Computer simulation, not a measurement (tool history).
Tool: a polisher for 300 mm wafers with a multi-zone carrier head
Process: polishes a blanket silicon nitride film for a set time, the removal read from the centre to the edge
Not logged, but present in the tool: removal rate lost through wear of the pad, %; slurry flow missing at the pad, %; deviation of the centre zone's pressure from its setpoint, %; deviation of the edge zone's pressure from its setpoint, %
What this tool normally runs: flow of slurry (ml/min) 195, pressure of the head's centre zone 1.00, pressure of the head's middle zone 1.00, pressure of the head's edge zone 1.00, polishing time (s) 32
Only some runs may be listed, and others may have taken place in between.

run   hour  flow of slurry (ml/min)  pressure of the head's centre zone  pressure of the head's middle zone  pressure of the head's edge zone  polishing time (s)  wafers since the last listed run  wafers polished on this pad  hours since the slurry nozzle was cleaned  hours since the centre zone pressure was calibrated  hours since the edge zone pressure was calibrated  hours since the carrier head's membrane was replaced  incoming thickness of the incoming film, nm  film removed at the wafer's centre (nm)  film removed at mid-radius (nm)  film removed at the wafer's edge (nm)
  1    0.0                      195                                1.00                                1.09                              1.00                  32                                 0                          745                                      291.6                                                498.1                                              832.8                                                 703.7                                        532.2                                     75.6                             75.0                                   71.4
  2   17.7                      195                                1.00                                1.09                              1.00                  32                               223                          968                                      309.3                                                515.8                                              850.5                                                 721.4                                        541.6                                     76.0                             73.4                                   70.6
  3   52.2                      195                                1.00                                1.09                              1.00                  32                               435                         1404                                      343.8                                                550.3                                              885.0                                                 755.9                                        538.1                                     76.1                             73.8                                   70.6
      71.1  -- worn pad replaced by a new one
  4   71.6                      225                                1.00                                0.93                              1.00                  32                               194                            6                                      363.2                                                569.7                                              904.4                                                 775.3                                        544.1                                     78.3                             69.4                                   73.0
  5   80.2                      225                                1.00                                0.93                              1.00                  32                               108                          115                                      371.8                                                578.3                                              913.0                                                 783.9                                        546.8                                     77.6                             67.6                                   72.8
  6   88.1                      225                                1.00                                0.93                              1.00                  32                                99                          215                                      379.7                                                586.2                                              920.9                                                 791.8                                        547.4                                     77.8                             69.4                                   72.6
  7  124.0                      175                                1.00                                1.00                              1.00                  39                               453                          668                                      415.6                                                622.1                                              956.8                                                 827.7                                        548.9                                     91.4                             85.1                                   84.8
     131.9  -- edge zone pressure recalibrated
  8  140.1                      175                                1.00                                1.00                              1.00                  39                               178                          846                                      431.7                                                638.2                                                8.2                                                 843.8                                        547.1                                     91.2                             83.2                                   85.2
  9  151.2                      175                                1.00                                1.00                              1.00                  39                               140                          986                                      442.8                                                649.3                                               19.3                                                 854.9                                        531.9                                     90.9                             83.9                                   86.3
 10  159.9                      170                                1.00                                1.00                              1.00                  32                               109                         1096                                      451.5                                                658.0                                               28.0                                                 863.6                                        544.6                                     74.5                             69.6                                   70.6
 11  171.8                      195                                1.09                                0.95                              0.91                  25                               150                         1246                                      463.4                                                669.9                                               39.9                                                 875.5                                        535.6                                     64.3                             52.2                                   53.1
     189.7  -- worn pad replaced by a new one
     201.5  -- slurry nozzle cleaned
     226.3  -- carrier head's membrane replaced by a new one
 12  226.8                      195                                1.00                                0.97                              1.00                  32                               568                          392                                       25.3                                                724.9                                               94.9                                                   0.5                                        539.4                                     76.2                             67.9                                   72.8
 13  231.9                      195                                1.00                                1.00                              1.00                  27                                64                          456                                       30.4                                                730.0                                              100.0                                                   5.6                                        538.0                                     64.9                             59.6                                   61.4
     234.8  -- centre zone pressure recalibrated
 14  238.1                      195                                1.00                                1.00                              1.00                  32                                53                          509                                       36.6                                                  3.3                                              106.2                                                  11.8                                        537.3                                     69.7                             70.0                                   71.7
 15  250.9                      240                                1.00                                0.92                              0.89                  38                               161                          671                                       49.4                                                 16.1                                              119.0                                                  24.6                                        546.4                                     87.4                             81.2                                   82.3
 16  265.1                      195                                1.00                                1.00                              1.00                  32                               179                          850                                       63.6                                                 30.3                                              133.2                                                  38.8                                        549.8                                     70.4                             70.9                                   72.0
 17  273.7                      195                                1.00                                1.00                              1.00                  32                               108                          959                                       72.2                                                 38.9                                              141.8                                                  47.4                                        539.2                                     71.4                             70.3                                   70.9
     290.8  -- worn pad replaced by a new one
 18  321.2                      195                                1.00                                1.00                              0.90                  32                               549                          383                                      119.7                                                 86.4                                              189.3                                                  94.9                                        539.6                                     72.0                             69.3                                   67.9
 19  338.6                      195                                1.00                                1.00                              1.00                  22                               219                          603                                      137.1                                                103.8                                              206.7                                                 112.3                                        545.3                                     49.9                             48.4                                   49.0
 20  347.0                      195                                1.00                                1.00                              1.00                  32                               106                          709                                      145.5                                                112.2                                              215.1                                                 120.7                                        536.7                                     72.9                             70.4                                   70.8
 21  359.3                      195                                1.00                                1.00                              1.00                  32                               155                          864                                      157.8                                                124.5                                              227.4                                                 133.0                                        545.1                                     72.7                             70.3                                   71.2
 22  376.5                      195                                0.92                                1.00                              1.00                  32                               217                         1081                                      175.0                                                141.7                                              244.6                                                 150.2                                        534.1                                     68.7                             70.7                                   71.6
 23  385.7                      195                                1.00                                0.92                              1.00                  32                               116                         1197                                      184.2                                                150.9                                              253.8                                                 159.4                                        543.0                                     73.1                             66.0                                   70.7

State the hidden condition of the tool at each of the runs:
removal rate lost through wear of the pad, %: 0 on each run
slurry flow missing at the pad, %: 0 on each run
deviation of the edge zone's pressure from its setpoint, %: 0 on each run
H1: deviation of the centre zone's pressure from its setpoint, %
run    H1
  1  11.1
  2  11.3
  3  11.5
  4  11.6
  5  11.7
  6  11.7
  7  11.9
  8    12
  9  12.1
 10  12.1
 11  12.1
 12  12.4
 13  12.4
 14  1.77
 15  2.32
 16   2.9
 17  3.24
 18  4.93
 19  5.48
 20  5.74
 21   6.1
 22  6.58
 23  6.82
